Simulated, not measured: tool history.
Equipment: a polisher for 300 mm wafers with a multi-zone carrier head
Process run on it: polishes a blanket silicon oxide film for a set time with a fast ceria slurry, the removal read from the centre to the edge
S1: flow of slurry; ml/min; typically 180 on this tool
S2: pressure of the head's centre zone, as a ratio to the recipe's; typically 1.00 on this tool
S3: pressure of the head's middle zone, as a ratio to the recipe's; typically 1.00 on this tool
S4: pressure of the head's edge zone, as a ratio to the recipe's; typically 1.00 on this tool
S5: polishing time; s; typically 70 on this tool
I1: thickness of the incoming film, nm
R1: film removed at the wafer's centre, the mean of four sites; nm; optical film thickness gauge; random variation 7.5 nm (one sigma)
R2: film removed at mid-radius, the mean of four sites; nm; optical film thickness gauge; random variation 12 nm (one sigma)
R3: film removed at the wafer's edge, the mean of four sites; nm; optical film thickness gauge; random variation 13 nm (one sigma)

run,hour,S1,S2,S3,S4,S5,I1,R1,R2,R3
1,0.0,180,1.00,0.93,1.00,70,3267.1,978.5,919.2,991.5
2,20.3,180,1.00,0.93,1.00,70,3325.8,967.1,912.9,998.7
3,35.1,180,1.00,0.90,1.00,84,3299.0,1144.2,1084.0,1182.9
4,86.8,180,1.04,0.90,0.95,89,3246.2,1262.7,1132.2,1235.7
5,100.6,180,0.90,1.00,0.91,70,3246.0,866.9,955.2,930.6
6,116.4,180,1.00,1.00,1.00,70,3305.8,956.0,967.4,979.3
7,129.3,180,1.00,1.00,1.00,70,3268.0,968.1,946.7,1007.9
8,136.3,180,1.06,1.00,1.00,70,3248.0,1012.2,974.2,980.6
9,143.0,180,1.00,1.00,1.09,88,3274.8,1191.2,1187.2,1254.3
10,157.9,210,1.03,1.00,0.90,54,3275.4,791.9,778.1,725.5
11,171.4,180,1.00,1.06,0.94,47,3277.2,639.0,678.9,615.8
12,182.1,180,1.00,1.00,0.95,70,3257.7,942.9,972.5,941.7
13,188.6,180,1.08,1.00,0.96,70,3222.7,1017.1,951.2,952.1
14,198.9,180,1.08,1.00,1.12,64,3282.7,939.8,863.2,947.5
15,210.0,180,1.00,1.00,1.00,70,3295.3,991.5,981.2,990.4
16,256.9,150,0.93,1.00,1.00,70,3324.6,876.7,980.6,967.1
17,276.3,180,0.88,0.94,1.00,81,3335.8,1011.7,1096.7,1163.2
18,279.4,180,1.00,1.08,1.00,70,3249.7,997.3,1062.7,987.8
19,293.2,180,1.00,0.90,1.00,84,3270.0,1174.0,1102.4,1218.6
20,301.2,150,1.00,1.00,1.00,87,3277.0,1173.4,1193.1,1187.0
21,307.3,220,1.00,1.00,1.00,93,3245.4,1340.5,1353.3,1325.7

Not shown here: 6 entries made in the log between runs. Locate each between two listed runs and compare the hidden state at the listed run before it with the hidden state at the listed run after it:
From run 3 to run 4: carrier head's membrane replaced by a new one (hour 69.1); worn pad replaced by a new one (hour 84.3)
  slurry flow missing at the pad, %: 15.7 -> 17.5
  measured value less the no-hidden-state value, R1: -43.4 -> -54.9 nm; R2: -36.3 -> -43.4 nm; R3: -28.6 -> -34.0 nm
From run 5 to run 6: centre zone pressure recalibrated (hour 111.5)
  slurry flow missing at the pad, %: 18 -> 18.5
  measured value less the no-hidden-state value, R1: -38.9 -> -44.6 nm; R2: -37.8 -> -39.8 nm; R3: -26.5 -> -28.9 nm
From run 11 to run 12: worn pad replaced by a new one (hour 179.7)
  slurry flow missing at the pad, %: 20.4 -> 20.8
  measured value less the no-hidden-state value, R1: -33.9 -> -51.2 nm; R2: -31.8 -> -46.5 nm; R3: -20.6 -> -32.2 nm
From run 14 to run 15: slurry nozzle cleaned (hour 201.9)
  slurry flow missing at the pad, %: 21.3 -> 2.69
  measured value less the no-hidden-state value, R1: -52.8 -> -5.4 nm; R2: -42.8 -> -4.8 nm; R3: -33.6 -> -3.5 nm
From run 16 to run 17: worn pad replaced by a new one (hour 275.8)
  slurry flow missing at the pad, %: 4.3 -> 4.97
  measured value less the no-hidden-state value, R1: -9.5 -> -10.5 nm; R2: -9.4 -> -10.1 nm; R3: -6.6 -> -7.8 nm
